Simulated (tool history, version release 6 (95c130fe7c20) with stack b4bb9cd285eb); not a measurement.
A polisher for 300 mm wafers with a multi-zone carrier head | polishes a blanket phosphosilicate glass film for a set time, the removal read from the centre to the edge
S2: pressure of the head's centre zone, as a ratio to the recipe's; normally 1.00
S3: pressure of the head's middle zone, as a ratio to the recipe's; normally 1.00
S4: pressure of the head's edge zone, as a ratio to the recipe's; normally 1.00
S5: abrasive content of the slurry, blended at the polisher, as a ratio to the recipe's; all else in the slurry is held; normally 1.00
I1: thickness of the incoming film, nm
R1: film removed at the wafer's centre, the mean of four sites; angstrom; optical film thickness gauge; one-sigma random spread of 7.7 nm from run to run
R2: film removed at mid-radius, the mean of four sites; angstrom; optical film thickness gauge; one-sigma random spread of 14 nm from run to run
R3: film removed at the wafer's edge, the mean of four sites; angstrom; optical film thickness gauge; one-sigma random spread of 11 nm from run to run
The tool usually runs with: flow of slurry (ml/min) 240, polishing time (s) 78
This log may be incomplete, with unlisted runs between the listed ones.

Run 1, day 0.000: usual settings; I1 2916.2. Result: R1 10018 angstrom, R2 10117 angstrom, R3 10574 angstrom.
Run 2, day 0.612: usual settings but flow of slurry (ml/min) 290, S2 1.11, S4 1.07; I1 2877.9. Result: R1 11426 angstrom, R2 10359 angstrom, R3 11231 angstrom.
Run 3, day 1.133: usual settings but S3 1.09; I1 2876.7. Result: R1 10048 angstrom, R2 10717 angstrom, R3 10638 angstrom.
Run 4, day 1.692: usual settings but S3 1.10, S5 1.15, polishing time (s) 61; I1 2823.9. Result: R1 8428 angstrom, R2 9388 angstrom, R3 8854 angstrom.
Run 5, day 1.971: usual settings but flow of slurry (ml/min) 160, polishing time (s) 93; I1 2876.3. Result: R1 10872 angstrom, R2 11469 angstrom, R3 11738 angstrom.
Run 6, day 2.421: usual settings but S3 1.09; I1 2896.8. Result: R1 9917 angstrom, R2 10967 angstrom, R3 10721 angstrom.
At day 2.875: carrier head's membrane replaced by a new one.
Run 7, day 2.929: usual settings but S4 1.09; I1 2834.8. Result: R1 9931 angstrom, R2 10375 angstrom, R3 11012 angstrom.
Run 8, day 3.546: usual settings but flow of slurry (ml/min) 260, S4 1.09, polishing time (s) 100; I1 2862.9. Result: R1 12851 angstrom, R2 13155 angstrom, R3 14640 angstrom.
Run 9, day 4.212: usual settings but flow of slurry (ml/min) 160, polishing time (s) 93; I1 2849.1. Result: R1 10816 angstrom, R2 11234 angstrom, R3 12082 angstrom.
Run 10, day 4.575: usual settings but flow of slurry (ml/min) 310; I1 2896.0. Result: R1 10185 angstrom, R2 10575 angstrom, R3 10894 angstrom.
At day 5.038: worn pad replaced by a new one.
Run 11, day 5.258: usual settings but flow of slurry (ml/min) 290, S2 1.11, S4 1.07; I1 2880.4. Result: R1 11233 angstrom, R2 10612 angstrom, R3 11158 angstrom.
Run 12, day 5.592: usual settings; I1 2871.3. Result: R1 9781 angstrom, R2 10189 angstrom, R3 10783 angstrom.
At day 5.721: edge zone pressure recalibrated.
Run 13, day 6.075: usual settings; I1 2943.5. Result: R1 9810 angstrom, R2 10284 angstrom, R3 10570 angstrom.
Run 14, day 6.600: usual settings but S2 1.05, polishing time (s) 101; I1 2944.9. Result: R1 13050 angstrom, R2 13447 angstrom, R3 13872 angstrom.
Run 15, day 7.008: usual settings but flow of slurry (ml/min) 270, S5 0.75; I1 2926.6. Result: R1 8211 angstrom, R2 8822 angstrom, R3 8951 angstrom.
Run 16, day 7.308: usual settings but flow of slurry (ml/min) 310, S2 0.92, S4 1.10, S5 0.90; I1 2887.6. Result: R1 8672 angstrom, R2 9992 angstrom, R3 10739 angstrom.
Run 17, day 7.938: usual settings but flow of slurry (ml/min) 185, S2 0.96; I1 2878.1. Result: R1 8755 angstrom, R2 9900 angstrom, R3 10203 angstrom.
Run 18, day 8.483: usual settings but S3 0.95; I1 2826.9. Result: R1 9631 angstrom, R2 9849 angstrom, R3 10743 angstrom.
Run 19, day 8.912: usual settings but S5 0.75, polishing time (s) 89; I1 2907.6. Result: R1 8971 angstrom, R2 9843 angstrom, R3 10088 angstrom.
Run 20, day 10.775: usual settings but S4 1.09; I1 2905.0. Result: R1 9504 angstrom, R2 10499 angstrom, R3 11198 angstrom.
Run 21, day 11.367: usual settings but S2 1.08, S5 0.85; I1 2898.8. Result: R1 9168 angstrom, R2 9458 angstrom, R3 9575 angstrom.

Difference, measured minus no-hidden-state, one row per run. Run-to-run variation is common to both terms; the gauge's own scatter need not be:
Unlogged tool condition in this case: removal rate lost through wear of the pad, %; slurry flow missing at the pad, %; deviation of the centre zone's pressure from its setpoint, %; deviation of the edge zone's pressure from its setpoint, %.
run    R1
  1   -57
  2  -109
  3  -130
  4  -138
  5  -197
  6  -206
  7  -236
  8  -352
  9  -336
 10  -337
 11  -409
 12  -377
 13  -403
 14  -568
 15  -376
 16  -413
 17  -442
 18  -508
 19  -492
 20  -598
 21  -596
R2 without the hidden state stays within 3 angstrom of what was measured, in all runs.
R3 without the hidden state stays within 1 angstrom of what was measured, in all runs.
